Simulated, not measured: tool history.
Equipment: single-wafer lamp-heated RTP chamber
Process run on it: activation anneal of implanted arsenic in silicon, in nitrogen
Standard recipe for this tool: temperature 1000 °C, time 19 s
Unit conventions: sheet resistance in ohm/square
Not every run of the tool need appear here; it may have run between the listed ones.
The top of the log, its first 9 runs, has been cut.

run,hour,temperature,time,wafers since the last listed run,wafers since the last pyrometer calibration,wafers since the reflector plate was cleaned,hours since the gauge calibration,"read-back reference wafer on the same gauge, sheet resistance",sheet resistance
10,420.3,1007,27,505,2169,13160,750.6,230.79,274.1
11,467.6,1007,27,488,2658,13649,797.9,230.13,274.7
12,536.7,1007,27,714,3373,14363,867,229.25,273.89
13,593.1,1014,13,582,3956,14946,923.4,228.29,279.84
# hour 614.7: gauge calibrated
14,641.2,1014,13,497,4453,15443,26.5,235.77,291.95
# hour 679.8: reflector plate cleaned
15,700.6,1014,13,531,4984,214,85.9,236.25,289.71
16,733.7,1014,22,342,5326,556,119,235.95,280.92
17,771.7,987,29,392,5719,949,157,235.57,288.21
18,798.8,1029,29,280,5999,1229,184.1,235.76,271.34
19,825.9,1020,8,280,6279,1510,211.2,235.7,296.63
20,881.8,976,19,577,6857,2087,267.1,235.5,295.59
21,920,987,10,394,7252,2482,305.3,235.28,300.2
22,983.4,1000,19,655,7907,3138,368.7,234.99,288.16
# hour 993.9: pyrometer window cleaned and pyrometer calibrated
23,1049.9,1000,19,604,579,3742,435.2,234.24,287.4
24,1208.2,975,19,1636,2215,5379,593.5,232.82,291.9
25,1235.8,977,19,285,2500,5664,621.1,232.37,293.56
26,1260.4,1000,9,254,2754,5918,645.7,232.29,293.46
27,1323.3,1022,12,650,3405,6568,708.6,231.81,284.59
# hour 1378.7: gauge calibrated
28,1383.9,1000,19,626,4031,7195,5.2,236.21,288.86
29,1418.8,987,29,360,4392,7556,40.1,236.25,285.79
30,1481.5,990,19,648,5040,8204,102.8,236.02,292.47

Forecast each of these 3 alternatives for the next run:
A,1481.9,1000,19,4,5044,8208,103.2,?,?
B,1481.9,986,19,4,5044,8208,103.2,?,?
C,1481.9,981,16,4,5044,8208,103.2,?,?

run,"read-back reference wafer on the same gauge, sheet resistance",sheet resistance
A,235.77,288.77
B,235.77,293.47
C,235.77,297.36
Take away the tool's hidden state, keep each run's random variation, and the runs would have read:
run,sheet resistance
A,288.79
B,293.49
C,297.39
